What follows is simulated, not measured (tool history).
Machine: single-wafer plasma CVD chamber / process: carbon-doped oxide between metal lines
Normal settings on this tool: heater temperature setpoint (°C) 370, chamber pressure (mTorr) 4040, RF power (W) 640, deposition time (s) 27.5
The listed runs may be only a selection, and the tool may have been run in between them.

| run | day | heater temperature setpoint (°C) | chamber pressure (mTorr) | RF power (W) | deposition time (s) | wafers since the last listed run | hours since the last thermocouple change | hours since the last RF generator calibration | hours since the last manometer calibration | hours since the showerhead was replaced | hours since the gauge calibration | read-back reference wafer on the same gauge, thickness_nm | mean film thickness on the monitor wafer (Å) |
|---|---|---|---|---|---|---|---|---|---|---|---|---|---|
| 1 | 0 | 370 | 4040 | 640 | 27.5 | 0 | 1519.3 | 866.3 | 640.4 | 4583.6 | 1563.8 | 152.963 | 1460.47 |
| 2 | 4.404 | 370 | 4040 | 640 | 27.5 | 1919 | 1625 | 972 | 746.1 | 4689.3 | 1669.5 | 152.818 | 1459.6 |
| 3 | 7.779 | 370 | 4040 | 640 | 27.5 | 1471 | 1706 | 1053 | 827.1 | 4770.3 | 1750.5 | 152.75 | 1460.45 |
| 4 | 19.9 | 370 | 4040 | 640 | 27.5 | 5283 | 1996.9 | 1343.9 | 1118 | 5061.2 | 2041.4 | 152.643 | 1460.82 |
| 5 | 21.471 | 370 | 4040 | 640 | 27.5 | 684 | 2034.6 | 1381.6 | 1155.7 | 5098.9 | 2079.1 | 152.584 | 1457.9 |
| 6 | 24.454 | 370 | 4040 | 640 | 27.5 | 1300 | 2106.2 | 1453.2 | 1227.3 | 5170.5 | 2150.7 | 152.54 | 1454.95 |
|  | 25.188 | RF generator calibrated |
| 7 | 28.725 | 370 | 4040 | 640 | 27.5 | 1716 | 2208.7 | 84.9 | 1329.8 | 5273 | 2253.2 | 152.504 | 1454.85 |
|  | 31.412 | gauge calibrated |
| 8 | 31.421 | 370 | 4040 | 640 | 27.5 | 1175 | 2273.4 | 149.6 | 1394.5 | 5337.7 | 0.2 | 155.861 | 1483.76 |
|  | 34.804 | thermocouple changed; heater temperature recalibrated |
| 9 | 34.925 | 370 | 4040 | 640 | 27.5 | 1382 | 2.9 | 233.7 | 1478.6 | 5421.8 | 84.3 | 155.578 | 1475.33 |
| 10 | 37.983 | 370 | 4040 | 640 | 27.5 | 1333 | 76.3 | 307.1 | 1552 | 5495.2 | 157.7 | 155.07 | 1488.08 |
|  | 40.846 | showerhead replaced |
| 11 | 40.908 | 370 | 4040 | 640 | 27.5 | 1129 | 146.5 | 377.3 | 1622.2 | 1.5 | 227.9 | 154.917 | 1473.63 |
| 12 | 44.958 | 378 | 3570 | 545 | 25 | 1765 | 243.7 | 474.5 | 1719.4 | 98.7 | 325.1 | 154.714 | 1139.69 |
| 13 | 48.812 | 359 | 4040 | 640 | 25.1 | 1679 | 336.2 | 567 | 1811.9 | 191.2 | 417.6 | 154.448 | 1390.47 |
|  | 50.925 | capacitance manometer re-zeroed and calibrated |
| 14 | 52.9 | 379 | 3260 | 595 | 32.6 | 1636 | 434.3 | 665.1 | 47.4 | 289.3 | 515.7 | 154.192 | 1557.32 |
| 15 | 54.508 | 370 | 4040 | 640 | 27.5 | 701 | 472.9 | 703.7 | 86 | 327.9 | 554.3 | 154.044 | 1479.29 |
| 16 | 58.958 | 360 | 4040 | 640 | 27.5 | 1939 | 579.7 | 810.5 | 192.8 | 434.7 | 661.1 | 153.616 | 1508.84 |
| 17 | 61.188 | 370 | 4040 | 640 | 22.4 | 971 | 633.2 | 864 | 246.3 | 488.2 | 714.6 | 153.714 | 1199.06 |
| 18 | 65.667 | 370 | 4040 | 640 | 23.4 | 1952 | 740.7 | 971.5 | 353.8 | 595.7 | 822.1 | 153.57 | 1258.44 |
| 19 | 69.008 | 370 | 4040 | 640 | 27.5 | 1456 | 820.9 | 1051.7 | 434 | 675.9 | 902.3 | 153.419 | 1461.5 |
| 20 | 70.821 | 370 | 3700 | 640 | 24.7 | 790 | 864.4 | 1095.2 | 477.5 | 719.4 | 945.8 | 153.23 | 1296.7 |
| 21 | 73.838 | 363 | 5050 | 575 | 32.4 | 1314 | 936.8 | 1167.6 | 549.9 | 791.8 | 1018.2 | 153.23 | 1678.35 |
| 22 | 76.675 | 370 | 4040 | 555 | 31.7 | 1236 | 1004.9 | 1235.7 | 618 | 859.9 | 1086.3 | 153.059 | 1504.26 |
| 23 | 78.2 | 370 | 4040 | 640 | 27.5 | 664 | 1041.5 | 1272.3 | 654.6 | 896.5 | 1122.9 | 153.222 | 1465.76 |
| 24 | 80.833 | 363 | 3640 | 535 | 26 | 1147 | 1104.7 | 1335.5 | 717.8 | 959.7 | 1186.1 | 152.826 | 1206.03 |
| 25 | 83.9 | 370 | 4040 | 640 | 27.5 | 1336 | 1178.3 | 1409.1 | 791.4 | 1033.3 | 1259.7 | 153.148 | 1460.01 |
|  | 85.912 | RF generator calibrated |
| 26 | 86.25 | 370 | 4040 | 595 | 31.9 | 879 | 1234.7 | 8.1 | 847.8 | 1089.7 | 1316.1 | 153.007 | 1608.01 |
| 27 | 89.358 | 370 | 4400 | 690 | 30 | 1354 | 1309.3 | 82.7 | 922.4 | 1164.3 | 1390.7 | 152.663 | 1706.84 |

Each row is a separate what-if for the run after 27, all from the same tool condition, not one after another. Results?
| A | 89.375 | 370 | 4040 | 640 | 27.5 | 7 | 1309.7 | 83.1 | 922.8 | 1164.7 | 1391.1 | ? | ? |
| B | 89.375 | 370 | 4480 | 640 | 27.5 | 7 | 1309.7 | 83.1 | 922.8 | 1164.7 | 1391.1 | ? | ? |
| C | 89.375 | 370 | 4780 | 640 | 23.4 | 7 | 1309.7 | 83.1 | 922.8 | 1164.7 | 1391.1 | ? | ? |
| D | 89.375 | 383 | 3290 | 690 | 27.5 | 7 | 1309.7 | 83.1 | 922.8 | 1164.7 | 1391.1 | ? | ? |
| E | 89.375 | 370 | 4310 | 640 | 32 | 7 | 1309.7 | 83.1 | 922.8 | 1164.7 | 1391.1 | ? | ? |

| run | read-back reference wafer on the same gauge, thickness_nm | mean film thickness on the monitor wafer (Å) |
|---|---|---|
| A | 152.684 | 1457.05 |
| B | 152.684 | 1485.64 |
| C | 152.684 | 1283.2 |
| D | 152.684 | 1445.35 |
| E | 152.684 | 1712.28 |
Had the tool no hidden state, the same runs would have come out as:
| run | mean film thickness on the monitor wafer (Å) |
|---|---|
| A | 1487.81 |
| B | 1517.01 |
| C | 1310.3 |
| D | 1475.86 |
| E | 1748.43 |
